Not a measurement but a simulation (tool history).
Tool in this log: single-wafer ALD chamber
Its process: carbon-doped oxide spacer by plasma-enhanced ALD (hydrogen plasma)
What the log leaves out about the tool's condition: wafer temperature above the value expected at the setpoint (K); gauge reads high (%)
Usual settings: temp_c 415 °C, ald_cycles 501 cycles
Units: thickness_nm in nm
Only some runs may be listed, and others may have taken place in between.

run,hour,temp_c,ald_cycles,wafers since the last listed run,hours since the last thermocouple change,hours since the gauge calibration,"read-back reference wafer on the same gauge, thickness_nm",thickness_nm
1,0.0,415,501,0,1623.7,20.7,20.897,23.990
2,10.6,415,501,10,1634.3,31.3,20.888,24.069
3,63.7,415,501,52,1687.4,84.4,20.886,24.099
4,74.2,415,501,10,1697.9,94.9,20.890,23.929
# hour 97.9: thermocouple changed; heater temperature recalibrated
5,119.4,415,501,37,21.5,140.1,20.893,24.117
6,136.8,415,426,17,38.9,157.5,20.903,20.501
7,153.0,415,426,16,55.1,173.7,20.902,20.463
8,159.2,415,426,6,61.3,179.9,20.909,20.423
9,172.3,415,501,13,74.4,193.0,20.905,23.998
# hour 179.9: gauge calibrated
10,190.0,401,413,17,92.1,10.1,20.900,20.657
11,201.9,415,426,11,104.0,22.0,20.896,20.434
12,218.5,415,429,16,120.6,38.6,20.894,20.561
13,231.6,415,564,13,133.7,51.7,20.890,27.199
14,239.9,422,501,8,142.0,60.0,20.888,23.599
15,252.5,401,413,12,154.6,72.6,20.895,20.670
16,260.3,427,501,7,162.4,80.4,20.888,23.317
17,270.5,427,501,10,172.6,90.6,20.890,23.337
18,277.3,415,572,6,179.4,97.4,20.905,27.327

The tool's hidden state at each run:
wafer temperature above the value expected at the setpoint (K): 0 across all the runs
gauge reads high (%): 0 across all the runs
